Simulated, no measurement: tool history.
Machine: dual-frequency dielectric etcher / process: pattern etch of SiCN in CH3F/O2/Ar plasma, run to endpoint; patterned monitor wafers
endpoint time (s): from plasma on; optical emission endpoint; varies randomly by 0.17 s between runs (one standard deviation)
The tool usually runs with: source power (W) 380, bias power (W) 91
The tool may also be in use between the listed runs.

run,hour,source power (W),bias power (W),wafers since the last listed run,hours since the last wet clean,hours since the last source power generator calibration,hours since the last bias power generator calibration,hours since the last upper electrode change,"incoming incoming film thickness, nm",endpoint time (s)
1,0,380,84,0,229.2,2502.3,4296.7,4495.7,9.01,24.2
2,12.9,380,84,158,242.1,2515.2,4309.6,4508.6,8.96,24
3,19.1,380,91,76,248.3,2521.4,4315.8,4514.8,8.94,23.6
4,31.2,380,91,148,260.4,2533.5,4327.9,4526.9,8.95,23.7
5,42.1,410,91,133,271.3,2544.4,4338.8,4537.8,8.84,22.8
6,88.2,410,91,565,317.4,2590.5,4384.9,4583.9,8.85,22.7
7,98.6,410,91,127,327.8,2600.9,4395.3,4594.3,8.89,22.7
# hour 119.5: bias power generator calibrated
# hour 125.8: source power generator calibrated
# hour 159.6: upper electrode replaced
# hour 175.8: wet clean of the chamber
8,176.3,380,102,361,0.5,50.5,56.8,16.7,8.79,23.3
9,176.6,380,102,3,0.8,50.8,57.1,17,8.98,23.9
10,177,380,102,4,1.2,51.2,57.5,17.4,8.86,23.5
11,188.1,320,91,136,12.3,62.3,68.6,28.5,8.9,25.1
12,195.1,320,91,85,19.3,69.3,75.6,35.5,8.83,24.9
13,201.9,380,105,83,26.1,76.1,82.4,42.3,8.91,23.4
14,208.3,380,105,78,32.5,82.5,88.8,48.7,8.82,22.9
15,219,420,77,131,43.2,93.2,99.5,59.4,8.94,24.4
16,236.6,380,105,216,60.8,110.8,117.1,77,8.87,23
17,243.4,380,91,83,67.6,117.6,123.9,83.8,8.85,23.8
18,256.7,340,70,163,80.9,130.9,137.2,97.1,8.92,26.1
19,291.6,340,79,428,115.8,165.8,172.1,132,8.86,25
20,308.4,410,91,206,132.6,182.6,188.9,148.8,8.87,22.9
21,315,450,71,81,139.2,189.2,195.5,155.4,8.95,24
22,322.9,450,91,96,147.1,197.1,203.4,163.3,8.91,22.6
23,334,380,74,136,158.2,208.2,214.5,174.4,8.97,24.9
24,352,380,113,220,176.2,226.2,232.5,192.4,8.91,22.3
25,358.8,310,112,83,183,233,239.3,199.2,8.89,23.3
26,370.6,310,69,144,194.8,244.8,251.1,211,8.96,26.2
27,383.5,420,99,158,207.7,257.7,264,223.9,8.88,22.3
28,393.9,320,82,127,218.1,268.1,274.4,234.3,8.92,25.1

Below, each run's measurement less what the same run would have read without the hidden state. Both values contain the same run-to-run variation, but the gauge's scatter may not be the same in both:
Hidden conditions of the tool in this case: etch rate over this chamber's usual, %; source power that arrives over what is set, %; bias power that arrives over what is set, %.
run,endpoint time (s)
1,-0.7
2,-0.7
3,-0.8
4,-0.7
5,-0.8
6,-0.9
7,-0.9
8,+0
9,+0
10,+0
11,+0
12,+0
13,+0
14,+0
15,-0.1
16,-0.2
17,-0.2
18,-0.3
19,-0.3
20,-0.4
21,-0.4
22,-0.4
23,-0.5
24,-0.5
25,-0.5
26,-0.6
27,-0.6
28,-0.7

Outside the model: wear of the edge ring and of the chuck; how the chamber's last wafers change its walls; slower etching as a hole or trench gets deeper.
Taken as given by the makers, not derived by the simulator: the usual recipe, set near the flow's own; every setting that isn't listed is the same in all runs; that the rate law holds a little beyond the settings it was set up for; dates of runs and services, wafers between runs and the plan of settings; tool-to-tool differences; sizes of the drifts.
